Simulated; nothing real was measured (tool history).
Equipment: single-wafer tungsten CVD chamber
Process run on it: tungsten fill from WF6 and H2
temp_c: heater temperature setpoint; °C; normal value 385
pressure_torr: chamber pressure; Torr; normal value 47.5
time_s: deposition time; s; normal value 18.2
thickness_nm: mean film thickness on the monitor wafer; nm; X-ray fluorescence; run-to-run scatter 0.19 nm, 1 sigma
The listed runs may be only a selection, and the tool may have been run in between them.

run	hour	temp_c	pressure_torr	time_s	wafers since the last listed run	hours since the last thermocouple change	hours since the last manometer calibration	hours since the showerhead was replaced	hours since the gauge calibration	read-back reference wafer on the same gauge, thickness_nm	thickness_nm
1	0.0	385	47.5	18.2	0	1305.5	1616.5	5023.0	257.2	34.542	40.427
2	65.3	385	47.5	18.2	867	1370.8	1681.8	5088.3	322.5	34.589	40.609
3	157.2	385	47.5	18.2	1220	1462.7	1773.7	5180.2	414.4	34.556	40.348
4	219.9	385	47.5	18.2	832	1525.4	1836.4	5242.9	477.1	34.549	40.384
5	263.7	385	47.5	18.2	581	1569.2	1880.2	5286.7	520.9	34.599	40.227
6	346.8	385	47.5	18.2	1103	1652.3	1963.3	5369.8	604.0	34.568	40.127
# hour 421.5: showerhead replaced, of another model than before
7	449.4	385	47.5	18.2	1256	1754.9	2065.9	27.9	706.6	34.556	40.555
8	548.3	385	47.5	18.2	1313	1853.8	2164.8	126.8	805.5	34.628	40.331
# hour 641.6: thermocouple changed; heater temperature recalibrated
9	642.1	385	47.5	18.2	1139	0.5	2258.6	220.6	899.3	34.630	42.499
10	691.4	385	47.5	18.2	654	49.8	2307.9	269.9	948.6	34.593	42.631
11	771.7	385	47.5	18.2	1066	130.1	2388.2	350.2	1028.9	34.597	41.930
# hour 823.4: capacitance manometer re-zeroed and calibrated
12	855.4	377	47.5	20.3	1005	213.8	32.0	433.9	1112.6	34.601	38.782
13	946.6	385	41.5	18.2	1211	305.0	123.2	525.1	1203.8	34.566	38.165
14	1027.3	376	40.0	15.0	1071	385.7	203.9	605.8	1284.5	34.614	24.570
# hour 1040.5: gauge calibrated
15	1129.5	370	37.7	18.2	1357	487.9	306.1	708.0	89.0	34.605	24.902
16	1211.7	385	47.5	18.2	1091	570.1	388.3	790.2	171.2	34.599	41.233
17	1287.8	391	39.5	18.2	1010	646.2	464.4	866.3	247.3	34.574	41.501
18	1390.8	385	43.2	20.3	1367	749.2	567.4	969.3	350.3	34.562	43.235

What was the tool's hidden state at every run in the log?
true pressure above the setpoint (%): 0 in every run
gauge reads high (%): 0 in every run
H1: wafer temperature above the value expected at the setpoint (K)
run	H1
1	-2.13
2	-2.16
3	-2.2
4	-2.23
5	-2.25
6	-2.28
7	-2.31
8	-2.34
9	0.0154
10	-0.156
11	-0.411
12	-0.647
13	-0.874
14	-1.05
15	-1.25
16	-1.39
17	-1.5
18	-1.64
